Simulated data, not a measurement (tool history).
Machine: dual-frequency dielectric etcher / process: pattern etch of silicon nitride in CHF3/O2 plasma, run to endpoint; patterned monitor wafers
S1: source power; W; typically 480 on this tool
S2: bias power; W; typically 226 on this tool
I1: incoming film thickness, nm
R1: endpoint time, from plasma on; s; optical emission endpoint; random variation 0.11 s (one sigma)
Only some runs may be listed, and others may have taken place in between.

run,day,S1,S2,I1,R1
1,0,530,209,53.6,36.5
2,2.825,480,245,54.3,35.7
# day 5.95: wet clean of the chamber
3,5.971,480,245,54.1,36.5
4,8.588,480,226,53.7,37.5
5,9.858,480,226,54,37.4
# day 11.367: source power generator calibrated
6,11.738,480,226,54.1,37.5
7,13.925,480,226,54.4,37.6
8,15.042,480,226,54.4,37.5
9,16.525,480,213,55.1,39
# day 17.854: upper electrode replaced
10,18.079,480,226,54.8,37.8
11,19.212,380,193,54.7,43.4
# day 20.679: bias power generator calibrated
12,21.454,480,226,54.1,36.7
13,23.342,530,242,54.3,34.7
14,25.438,520,195,54,37.7
15,26.442,520,205,54.2,36.9
# day 27.529: wet clean of the chamber
16,28.5,590,277,54.2,32
17,31.167,530,204,54.4,37.5
18,33.608,380,193,54.8,43.5

What does the tool deliver on the next run?
19,36.254,400,206,54,?

Run 19 yielded R1 40.6 s.
On a tool with no hidden condition, and with the same random variation, this run would have come out at R1 41.4 s.
